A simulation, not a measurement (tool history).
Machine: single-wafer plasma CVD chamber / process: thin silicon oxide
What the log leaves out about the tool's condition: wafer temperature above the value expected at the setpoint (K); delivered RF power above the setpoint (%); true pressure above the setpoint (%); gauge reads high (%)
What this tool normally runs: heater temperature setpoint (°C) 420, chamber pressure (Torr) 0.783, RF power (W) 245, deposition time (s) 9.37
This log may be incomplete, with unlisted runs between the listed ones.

run,day,heater temperature setpoint (°C),chamber pressure (Torr),RF power (W),deposition time (s),wafers since the last listed run,hours since the last thermocouple change,hours since the last RF generator calibration,hours since the last manometer calibration,hours since the showerhead was replaced,hours since the gauge calibration,"read-back reference wafer on the same gauge, thickness_nm",mean film thickness on the monitor wafer (nm)
1,0.000,420,0.783,245,9.37,0,2045.5,219.1,1716.4,2583.0,44.9,18.607,16.080
2,1.958,420,0.783,245,9.37,1432,2092.5,266.1,1763.4,2630.0,91.9,18.593,16.060
3,3.654,420,0.783,245,9.37,1240,2133.2,306.8,1804.1,2670.7,132.6,18.591,15.940
4,4.829,420,0.783,245,9.37,859,2161.4,335.0,1832.3,2698.9,160.8,18.587,15.996
5,6.346,420,0.783,245,9.37,1109,2197.8,371.4,1868.7,2735.3,197.2,18.601,15.893
6,9.262,420,0.783,245,9.37,2133,2267.8,441.4,1938.7,2805.3,267.2,18.603,15.938
7,15.138,420,0.783,245,9.37,4298,2408.8,582.4,2079.7,2946.3,408.2,18.606,16.024
8,16.925,420,0.783,245,9.37,1307,2451.7,625.3,2122.6,2989.2,451.1,18.604,15.830
# day 18.233: capacitance manometer re-zeroed and calibrated
9,23.254,420,0.783,245,9.37,4386,2603.6,777.2,120.5,3141.1,603.0,18.617,15.889
10,25.388,420,0.783,245,9.37,1560,2654.8,828.4,171.7,3192.3,654.2,18.580,15.876
11,26.996,420,0.783,245,9.37,1176,2693.4,867.0,210.3,3230.9,692.8,18.624,15.748
12,28.362,423,0.783,245,9.37,999,2726.2,899.8,243.1,3263.7,725.6,18.621,15.748
13,30.767,423,0.783,245,9.37,1758,2783.9,957.5,300.8,3321.4,783.3,18.619,15.669
14,32.858,420,0.783,245,9.37,1530,2834.1,1007.7,351.0,3371.6,833.5,18.600,15.646
# day 33.071: gauge calibrated
# day 33.967: showerhead replaced
15,34.479,420,0.874,245,7.57,941,2873.0,1046.6,389.9,12.3,33.8,18.589,13.963
16,35.775,432,0.783,245,8.60,948,2904.1,1077.7,421.0,43.4,64.9,18.585,14.279
17,37.496,426,0.783,270,7.57,1258,2945.4,1119.0,462.3,84.7,106.2,18.593,13.433
18,40.367,420,0.783,295,9.37,2100,3014.3,1187.9,531.2,153.6,175.1,18.607,17.550
19,42.758,420,0.783,245,9.37,1749,3071.7,1245.3,588.6,211.0,232.5,18.601,15.655
# day 44.462: thermocouple changed; heater temperature recalibrated
20,45.154,431,0.653,245,8.51,1508,16.6,1302.8,646.1,268.5,290.0,18.603,11.696
# day 46.075: RF generator calibrated
21,46.825,420,0.783,245,9.37,978,56.7,18.0,686.2,308.6,330.1,18.587,16.054
22,48.008,420,0.783,245,9.37,865,85.1,46.4,714.6,337.0,358.5,18.596,16.105
23,49.654,420,0.783,295,8.60,1204,124.6,85.9,754.1,376.5,398.0,18.596,16.551
24,52.275,428,0.783,275,9.37,1917,187.5,148.8,817.0,439.4,460.9,18.570,17.153
25,54.617,420,0.783,245,9.37,1713,243.7,205.0,873.2,495.6,517.1,18.603,15.973
26,57.300,420,0.783,245,9.37,1963,308.1,269.4,937.6,560.0,581.5,18.621,16.052
27,58.662,433,0.632,260,10.83,996,340.8,302.1,970.3,592.7,614.2,18.597,15.355

Predict each of these 5 candidate next runs independently; none follows another, all start after run 27:
A,58.679,420,0.783,245,9.37,12,341.2,302.5,970.7,593.1,614.6,?,?
B,58.679,416,0.783,215,10.57,12,341.2,302.5,970.7,593.1,614.6,?,?
C,58.679,431,0.783,245,8.75,12,341.2,302.5,970.7,593.1,614.6,?,?
D,58.679,430,0.783,245,9.37,12,341.2,302.5,970.7,593.1,614.6,?,?
E,58.679,406,0.673,245,9.37,12,341.2,302.5,970.7,593.1,614.6,?,?

run,"read-back reference wafer on the same gauge, thickness_nm",mean film thickness on the monitor wafer (nm)
A,18.579,16.041
B,18.579,16.459
C,18.579,14.888
D,18.579,15.949
E,18.579,13.883
Had the tool no hidden state, the same runs would have come out as:
run,mean film thickness on the monitor wafer (nm)
A,16.169
B,16.601
C,15.006
D,16.076
E,13.994

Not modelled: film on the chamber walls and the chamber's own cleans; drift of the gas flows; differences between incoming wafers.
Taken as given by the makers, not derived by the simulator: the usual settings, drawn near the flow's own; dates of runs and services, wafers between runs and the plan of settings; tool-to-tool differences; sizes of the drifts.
